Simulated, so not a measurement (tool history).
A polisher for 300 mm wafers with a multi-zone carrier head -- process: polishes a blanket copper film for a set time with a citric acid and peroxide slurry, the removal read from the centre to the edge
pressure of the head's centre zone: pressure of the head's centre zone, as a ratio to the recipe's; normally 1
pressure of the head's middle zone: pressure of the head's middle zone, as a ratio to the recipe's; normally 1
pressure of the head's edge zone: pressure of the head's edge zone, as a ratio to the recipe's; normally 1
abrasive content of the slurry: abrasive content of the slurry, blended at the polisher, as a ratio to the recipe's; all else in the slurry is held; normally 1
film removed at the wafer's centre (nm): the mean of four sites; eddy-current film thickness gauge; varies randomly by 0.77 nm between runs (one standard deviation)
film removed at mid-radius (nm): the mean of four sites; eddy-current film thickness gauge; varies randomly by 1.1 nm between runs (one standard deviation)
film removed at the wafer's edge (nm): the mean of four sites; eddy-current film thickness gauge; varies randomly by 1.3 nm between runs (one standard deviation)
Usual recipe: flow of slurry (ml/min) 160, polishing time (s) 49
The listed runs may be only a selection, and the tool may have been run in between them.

run,hour,flow of slurry (ml/min),pressure of the head's centre zone,pressure of the head's middle zone,pressure of the head's edge zone,abrasive content of the slurry,polishing time (s),"incoming thickness of the incoming film, nm",film removed at the wafer's centre (nm),film removed at mid-radius (nm),film removed at the wafer's edge (nm)
1,0,160,1,1,1,1,49,1114.2,96.8,92.5,93.4
# hour 7.1: centre zone pressure recalibrated
2,42.5,160,1,1,1,1,49,1129.4,92.2,91.8,93.8
# hour 67: slurry nozzle cleaned
3,125.2,160,1,1,1,1,49,1128.8,93,89.4,92.3
# hour 199.8: edge zone pressure recalibrated
4,268.9,160,1,1,1,1,49,1110.8,93,92.2,93.5
# hour 319.3: worn pad replaced by a new one
5,334.7,160,1.12,0.9,1,0.9,60,1123,132.3,101.2,113.4
6,411.5,110,0.96,1,1,0.75,49,1110.7,81.4,83.8,84.7
7,510.8,140,1.04,1,1.11,1.15,49,1100.4,102.4,91.3,103
# hour 764: slurry nozzle cleaned
8,772.9,160,1,1.04,1,1,33,1110.9,64,63.7,62.1
# hour 829.6: edge zone pressure recalibrated
9,849.2,160,1,1,0.94,1.2,49,1114.1,100.4,93.8,93.1
10,916.8,160,1.04,1.09,1.12,1,36,1107.3,73.8,71.2,75.6
11,970.2,110,1,1,1,1,49,1103.5,91.9,88.3,92
# hour 1001.9: worn pad replaced by a new one
12,1016.6,180,1,1,0.92,1,49,1104,99.7,94.6,87.6
13,1086.8,160,1,1,1,0.9,49,1112.5,95.8,91.3,90.9
# hour 1145.1: centre zone pressure recalibrated
14,1181.8,160,1,1,1,1,49,1110.8,93.5,91.2,92
15,1250.7,160,1,1,1,1,49,1135.9,92.6,94,92.8
# hour 1351.6: slurry nozzle cleaned
16,1401.5,160,1,1,1,1,49,1111.2,93.9,91.1,92.4
# hour 1450.3: edge zone pressure recalibrated
17,1504.3,160,1,1.1,1,1,49,1104.1,95.2,96,92.4
18,1550.9,160,1,0.93,0.91,1,49,1120.4,93.4,86.3,86.7
19,1592.6,160,1,1,1,1,49,1118.7,94.1,92.2,92.2
# hour 1641.4: carrier head's membrane replaced by a new one
# hour 1644.4: worn pad replaced by a new one
20,1681.8,180,1,1,1,0.85,49,1112.6,95.2,90.2,89.1
21,1736.1,160,1,1,1,1,49,1110,96.4,90.3,93.3
22,1833.1,210,1,1,1,1,49,1122.4,99.3,94,95.5

Consider 3 possible next runs. They are alternatives, not a sequence: every one starts from the tool as it was left by run 22. What does each give?
A,1833.5,160,1,1,1,1,49,1114.9,?,?,?
B,1833.5,215,1,1.03,1,1,49,1114.9,?,?,?
C,1833.5,160,1,1.12,1,1,49,1114.9,?,?,?

run,film removed at the wafer's centre (nm),film removed at mid-radius (nm),film removed at the wafer's edge (nm)
A,97.3,93,93
B,100.9,97.9,95.3
C,97.3,99.8,92.9
Had the tool no hidden state, the same runs would have come out as:
run,film removed at the wafer's centre (nm),film removed at mid-radius (nm),film removed at the wafer's edge (nm)
A,93.8,93,93
B,97.3,97.9,95.3
C,93.8,99.8,92.9
